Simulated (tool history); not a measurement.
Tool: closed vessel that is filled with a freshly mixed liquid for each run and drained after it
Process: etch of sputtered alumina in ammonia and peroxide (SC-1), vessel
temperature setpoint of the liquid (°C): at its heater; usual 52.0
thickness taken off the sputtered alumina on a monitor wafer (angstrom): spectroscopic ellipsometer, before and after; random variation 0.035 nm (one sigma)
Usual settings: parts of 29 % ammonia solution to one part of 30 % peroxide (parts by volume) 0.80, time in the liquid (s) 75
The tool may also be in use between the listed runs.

run	day	temperature setpoint of the liquid (°C)	parts of 29 % ammonia solution to one part of 30 % peroxide (parts by volume)	time in the liquid (s)	read-back film thickness of the sputtered alumina reference wafer, read on the same gauge (nm)	thickness taken off the sputtered alumina on a monitor wafer (angstrom)
1	0.000	52.0	0.50	75	109.992	33.99
2	0.300	52.0	0.50	75	109.975	33.47
3	0.658	52.0	0.80	75	110.065	35.04
# day 1.175: thermometer replaced
4	1.346	52.0	0.80	75	110.014	40.05
5	1.829	52.0	0.80	75	109.966	39.81
6	2.329	52.0	0.80	75	110.016	39.50
7	2.842	52.0	0.80	75	109.978	40.06
8	3.512	52.0	0.80	75	110.002	39.73
9	3.833	52.0	1.15	50	110.030	27.51
10	4.417	52.0	0.80	75	110.020	39.45
11	5.054	52.0	0.80	75	109.989	39.76
12	5.429	52.0	0.80	75	110.009	39.47
# day 7.208: ammonia flow meter replaced
13	7.396	42.0	0.65	55	110.016	16.35
14	7.962	52.0	0.80	35	109.999	18.45
15	8.379	45.0	0.65	45	110.001	15.59
16	8.750	58.0	0.80	35	110.025	25.19
# day 9.067: gauge calibrated
17	9.408	59.0	1.05	90	110.008	70.72
18	10.058	59.5	0.55	30	110.028	22.87
# day 10.408: new drum of ammonia solution connected
19	11.442	59.0	1.05	90	110.017	69.62
20	12.125	42.0	0.80	120	110.000	35.04
21	12.517	52.0	0.80	75	109.981	38.83
22	12.812	49.0	0.65	35	109.997	15.23
23	13.192	52.0	0.45	30	109.991	14.88
24	13.867	52.0	0.80	75	110.009	38.72
25	14.446	52.0	1.15	75	110.007	40.00
26	14.975	52.0	0.80	75	109.969	39.18
27	15.333	47.5	0.60	50	110.033	19.42

The same runs without the tool's hidden state, with the same run-to-run variation:
The hidden state here: liquid colder than its thermometer reads (K); ammonia flow below the setpoint (%); ammonia solution weaker than its label (%); gauge reads high (%).
run	thickness taken off the sputtered alumina on a monitor wafer (angstrom)
1	38.76
2	38.19
3	40.02
4	40.38
5	40.18
6	39.91
7	40.52
8	40.23
9	27.89
10	40.04
11	40.41
12	40.14
13	16.72
14	18.88
15	15.99
16	25.79
17	72.50
18	23.47
19	71.67
20	36.26
21	40.14
22	15.77
23	15.40
24	40.14
25	41.51
26	40.72
27	20.22
